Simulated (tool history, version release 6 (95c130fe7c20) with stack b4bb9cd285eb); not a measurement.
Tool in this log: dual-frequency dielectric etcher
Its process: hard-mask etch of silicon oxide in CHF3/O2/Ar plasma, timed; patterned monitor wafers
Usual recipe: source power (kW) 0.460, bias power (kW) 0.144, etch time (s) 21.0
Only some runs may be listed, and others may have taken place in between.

run,hour,source power (kW),bias power (kW),etch time (s),"read-back reference wafer on the same gauge, depth_nm",mean etch depth across the wafer (angstrom)
1,0.0,0.460,0.162,21.0,37.51,368.8
# hour 8.3: gauge calibrated
2,12.6,0.510,0.144,21.0,37.51,368.0
3,23.3,0.510,0.144,21.0,37.49,367.4
4,39.1,0.460,0.144,21.0,37.50,355.6
5,54.5,0.460,0.144,21.0,37.49,355.1
6,67.0,0.460,0.144,21.0,37.51,354.4
7,80.5,0.460,0.144,21.0,37.50,354.4
# hour 86.4: source power generator calibrated
# hour 104.8: wet clean of the chamber
8,105.3,0.460,0.144,21.0,37.50,365.6
9,105.6,0.460,0.144,21.0,37.49,366.3
10,107.8,0.460,0.160,21.0,37.50,378.4
# hour 117.9: bias power generator calibrated
# hour 146.6: upper electrode replaced
11,147.1,0.460,0.144,21.0,37.51,365.6
12,147.4,0.460,0.125,19.5,37.51,325.7
# hour 159.0: gauge calibrated
13,187.4,0.400,0.144,18.0,37.48,299.1
14,194.8,0.420,0.144,15.0,37.51,252.9
15,207.6,0.350,0.168,17.5,37.49,293.4
16,218.4,0.520,0.144,21.0,37.50,377.6

For some of the steps in mean etch depth across the wafer (angstrom) from one run to the next: how much would appear even if the tool had no hidden state, given the settings, what came in and random variation, and how much remains for the hidden state plus any gauge scatter that the measured result and the result without hidden state don't share?
Hidden conditions of the tool in this case: etch rate over this chamber's usual, %; source power that arrives over what is set, %; bias power that arrives over what is set, %; gauge reads high (%).
Run 7 -> 8: source power generator calibrated, wet clean of the chamber. mean etch depth across the wafer (angstrom) +11.2: hidden state +11.5, all else -0.3.
Run 15 -> 16: source power (kW) 0.350 -> 0.520, bias power (kW) 0.168 -> 0.144, etch time (s) 17.5 -> 21.0. mean etch depth across the wafer (angstrom) +84.2: hidden state -0.8, all else +85.0.
